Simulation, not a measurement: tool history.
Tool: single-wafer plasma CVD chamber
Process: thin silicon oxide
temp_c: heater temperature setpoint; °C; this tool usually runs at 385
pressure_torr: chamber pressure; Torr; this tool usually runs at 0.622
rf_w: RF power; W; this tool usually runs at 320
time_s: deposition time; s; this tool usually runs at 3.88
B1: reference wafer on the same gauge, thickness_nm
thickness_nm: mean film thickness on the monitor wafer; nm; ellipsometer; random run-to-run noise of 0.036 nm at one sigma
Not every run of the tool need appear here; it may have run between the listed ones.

Run 1, hour 0.0: usual settings; B1 6.838. Result: thickness_nm 6.256 nm.
Run 2, hour 73.7: usual settings; B1 6.837. Result: thickness_nm 6.144 nm.
Run 3, hour 152.8: usual settings; B1 6.836. Result: thickness_nm 6.100 nm.
Run 4, hour 197.9: usual settings; B1 6.837. Result: thickness_nm 6.156 nm.
Run 5, hour 260.1: usual settings; B1 6.842. Result: thickness_nm 6.133 nm.
Run 6, hour 305.6: usual settings; B1 6.825. Result: thickness_nm 6.109 nm.
Run 7, hour 350.0: usual settings; B1 6.839. Result: thickness_nm 6.094 nm.
Run 8, hour 391.2: usual settings but temp_c 388 °C; B1 6.838. Result: thickness_nm 6.113 nm.
Run 9, hour 440.1: usual settings but temp_c 388 °C; B1 6.854. Result: thickness_nm 6.075 nm.
At hour 475.3: showerhead replaced.
Run 10, hour 495.9: usual settings but temp_c 388 °C; B1 6.844. Result: thickness_nm 6.089 nm.
At hour 533.0: RF generator calibrated.
Run 11, hour 536.2: usual settings; B1 6.838. Result: thickness_nm 6.075 nm.
At hour 547.1: thermocouple changed; heater temperature recalibrated.
Run 12, hour 617.1: usual settings but temp_c 375 °C, pressure_torr 0.513 Torr; B1 6.851. Result: thickness_nm 4.963 nm.
At hour 717.5: gauge calibrated.
Run 13, hour 920.6: usual settings but rf_w 260 W, time_s 4.36 s; B1 6.847. Result: thickness_nm 5.922 nm.
Run 14, hour 1004.8: usual settings but temp_c 391 °C, rf_w 300 W; B1 6.839. Result: thickness_nm 5.745 nm.
Run 15, hour 1069.0: usual settings but rf_w 340 W; B1 6.831. Result: thickness_nm 6.219 nm.
At hour 1096.1: capacitance manometer re-zeroed and calibrated.
Run 16, hour 1154.1: usual settings but temp_c 391 °C, rf_w 300 W; B1 6.841. Result: thickness_nm 6.010 nm.
Run 17, hour 1206.6: usual settings but rf_w 350 W, time_s 3.60 s; B1 6.844. Result: thickness_nm 5.980 nm.
Run 18, hour 1263.7: usual settings but rf_w 350 W, time_s 3.60 s; B1 6.847. Result: thickness_nm 6.053 nm.
Run 19, hour 1361.3: usual settings; B1 6.854. Result: thickness_nm 6.181 nm.
Run 20, hour 1422.9: usual settings but temp_c 370 °C, pressure_torr 0.745 Torr, rf_w 305 W; B1 6.825. Result: thickness_nm 7.317 nm.

Below, each run's measurement less what the same run would have read without the hidden state. Both values contain the same run-to-run variation, but the gauge's scatter may not be the same in both:
The tool's hidden condition here consists of: wafer temperature above the value expected at the setpoint (K); delivered RF power above the setpoint (%); true pressure above the setpoint (%); gauge reads high (%).
run  thickness_nm
  1        -0.065
  2        -0.073
  3        -0.084
  4        -0.090
  5        -0.100
  6        -0.106
  7        -0.114
  8        -0.120
  9        -0.128
 10        -0.138
 11        -0.145
 12        -0.137
 13        -0.222
 14        -0.235
 15        -0.271
 16        -0.035
 17        -0.035
 18        -0.036
 19        -0.039
 20        -0.046
